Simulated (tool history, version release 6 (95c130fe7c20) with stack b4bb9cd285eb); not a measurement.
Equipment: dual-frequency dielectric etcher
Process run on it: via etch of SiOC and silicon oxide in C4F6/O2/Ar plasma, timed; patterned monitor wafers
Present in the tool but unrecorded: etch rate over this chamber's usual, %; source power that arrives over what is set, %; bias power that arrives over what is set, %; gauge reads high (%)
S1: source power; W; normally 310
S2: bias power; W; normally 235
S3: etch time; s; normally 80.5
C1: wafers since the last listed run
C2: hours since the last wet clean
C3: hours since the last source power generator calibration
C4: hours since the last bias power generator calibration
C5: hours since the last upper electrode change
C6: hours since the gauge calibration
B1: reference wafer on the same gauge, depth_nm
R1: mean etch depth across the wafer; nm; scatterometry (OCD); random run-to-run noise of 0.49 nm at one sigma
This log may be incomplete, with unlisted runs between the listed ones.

| run | hour | S1 | S2 | S3 | C1 | C2 | C3 | C4 | C5 | C6 | B1 | R1 |
|---|---|---|---|---|---|---|---|---|---|---|---|---|
| 1 | 0.0 | 310 | 235 | 80.5 | 0 | 312.2 | 3464.0 | 4935.4 | 2311.0 | 3499.5 | 70.9 | 92.5 |
| 2 | 106.4 | 310 | 235 | 80.5 | 1429 | 418.6 | 3570.4 | 5041.8 | 2417.4 | 3605.9 | 70.8 | 92.6 |
| 3 | 205.8 | 310 | 235 | 80.5 | 1335 | 518.0 | 3669.8 | 5141.2 | 2516.8 | 3705.3 | 70.8 | 92.6 |
|  | 215.0 | gauge calibrated |
| 4 | 293.2 | 310 | 235 | 80.5 | 1174 | 605.4 | 3757.2 | 5228.6 | 2604.2 | 78.2 | 70.9 | 93.1 |
| 5 | 336.2 | 310 | 235 | 80.5 | 577 | 648.4 | 3800.2 | 5271.6 | 2647.2 | 121.2 | 71.0 | 93.2 |
|  | 376.0 | bias power generator calibrated |
| 6 | 376.5 | 310 | 235 | 80.5 | 487 | 688.7 | 3840.5 | 0.5 | 2687.5 | 161.5 | 70.9 | 93.5 |
|  | 435.2 | source power generator calibrated |
| 7 | 435.7 | 340 | 251 | 69.5 | 741 | 747.9 | 0.5 | 59.7 | 2746.7 | 220.7 | 70.9 | 86.6 |
|  | 474.2 | wet clean of the chamber, repeated, since the last time left the tool worse |
|  | 675.0 | upper electrode replaced |
| 8 | 738.3 | 310 | 235 | 80.5 | 3421 | 264.1 | 303.1 | 362.3 | 63.3 | 523.3 | 71.0 | 89.3 |
| 9 | 801.7 | 310 | 235 | 80.5 | 851 | 327.5 | 366.5 | 425.7 | 126.7 | 586.7 | 70.9 | 88.5 |
| 10 | 883.7 | 310 | 235 | 80.5 | 1101 | 409.5 | 448.5 | 507.7 | 208.7 | 668.7 | 71.1 | 88.5 |
| 11 | 951.5 | 310 | 235 | 80.5 | 911 | 477.3 | 516.3 | 575.5 | 276.5 | 736.5 | 71.0 | 89.3 |
| 12 | 1005.3 | 310 | 235 | 80.5 | 722 | 531.1 | 570.1 | 629.3 | 330.3 | 790.3 | 70.9 | 89.0 |
| 13 | 1108.8 | 330 | 235 | 80.5 | 1390 | 634.6 | 673.6 | 732.8 | 433.8 | 893.8 | 71.0 | 92.5 |
|  | 1196.1 | wet clean of the chamber |
| 14 | 1196.6 | 340 | 191 | 66.0 | 857 | 0.5 | 761.4 | 820.6 | 521.6 | 981.6 | 70.7 | 71.7 |
| 15 | 1273.5 | 310 | 255 | 62.5 | 1033 | 77.4 | 838.3 | 897.5 | 598.5 | 1058.5 | 70.9 | 70.7 |
| 16 | 1326.2 | 310 | 235 | 80.5 | 708 | 130.1 | 891.0 | 950.2 | 651.2 | 1111.2 | 71.1 | 88.8 |
| 17 | 1371.8 | 310 | 235 | 104.0 | 612 | 175.7 | 936.6 | 995.8 | 696.8 | 1156.8 | 71.1 | 113.6 |
| 18 | 1470.7 | 340 | 182 | 80.5 | 1328 | 274.6 | 1035.5 | 1094.7 | 795.7 | 1255.7 | 70.9 | 87.5 |
| 19 | 1519.4 | 310 | 235 | 96.0 | 654 | 323.3 | 1084.2 | 1143.4 | 844.4 | 1304.4 | 70.9 | 105.3 |
| 20 | 1571.7 | 310 | 235 | 80.5 | 702 | 375.6 | 1136.5 | 1195.7 | 896.7 | 1356.7 | 71.0 | 89.3 |
| 21 | 1630.6 | 280 | 275 | 102.0 | 791 | 434.5 | 1195.4 | 1254.6 | 955.6 | 1415.6 | 71.0 | 111.0 |
| 22 | 1676.2 | 270 | 235 | 101.5 | 612 | 480.1 | 1241.0 | 1300.2 | 1001.2 | 1461.2 | 71.0 | 104.8 |
| 23 | 1741.3 | 380 | 269 | 62.5 | 874 | 545.2 | 1306.1 | 1365.3 | 1066.3 | 1526.3 | 71.0 | 81.4 |
|  | 1855.3 | wet clean of the chamber |
| 24 | 1855.8 | 340 | 195 | 73.0 | 1216 | 0.5 | 1420.6 | 1479.8 | 1180.8 | 1640.8 | 70.8 | 79.7 |
| 25 | 1939.1 | 370 | 235 | 104.0 | 1119 | 83.8 | 1503.9 | 1563.1 | 1264.1 | 1724.1 | 70.8 | 124.1 |
| 26 | 1991.0 | 310 | 281 | 80.5 | 697 | 135.7 | 1555.8 | 1615.0 | 1316.0 | 1776.0 | 70.9 | 91.5 |
| 27 | 2058.9 | 310 | 235 | 80.5 | 912 | 203.6 | 1623.7 | 1682.9 | 1383.9 | 1843.9 | 71.1 | 88.0 |
| 28 | 2147.0 | 360 | 289 | 64.0 | 1183 | 291.7 | 1711.8 | 1771.0 | 1472.0 | 1932.0 | 70.9 | 80.1 |

5 options for the next run, each taken on its own from the tool as it stands now. Forecast them:
| A | 2147.4 | 310 | 235 | 80.5 | 5 | 292.1 | 1712.2 | 1771.4 | 1472.4 | 1932.4 | ? | ? |
| B | 2147.4 | 290 | 219 | 89.5 | 5 | 292.1 | 1712.2 | 1771.4 | 1472.4 | 1932.4 | ? | ? |
| C | 2147.4 | 310 | 251 | 80.5 | 5 | 292.1 | 1712.2 | 1771.4 | 1472.4 | 1932.4 | ? | ? |
| D | 2147.4 | 250 | 280 | 74.5 | 5 | 292.1 | 1712.2 | 1771.4 | 1472.4 | 1932.4 | ? | ? |
| E | 2147.4 | 230 | 235 | 94.0 | 5 | 292.1 | 1712.2 | 1771.4 | 1472.4 | 1932.4 | ? | ? |

| run | B1 | R1 |
|---|---|---|
| A | 70.8 | 88.6 |
| B | 70.8 | 93.2 |
| C | 70.8 | 90.3 |
| D | 70.8 | 76.3 |
| E | 70.8 | 86.9 |
With the hidden condition removed and each run's random variation left untouched, the same runs would have given:
| run | R1 |
|---|---|
| A | 87.8 |
| B | 92.3 |
| C | 89.5 |
| D | 75.6 |
| E | 86.1 |

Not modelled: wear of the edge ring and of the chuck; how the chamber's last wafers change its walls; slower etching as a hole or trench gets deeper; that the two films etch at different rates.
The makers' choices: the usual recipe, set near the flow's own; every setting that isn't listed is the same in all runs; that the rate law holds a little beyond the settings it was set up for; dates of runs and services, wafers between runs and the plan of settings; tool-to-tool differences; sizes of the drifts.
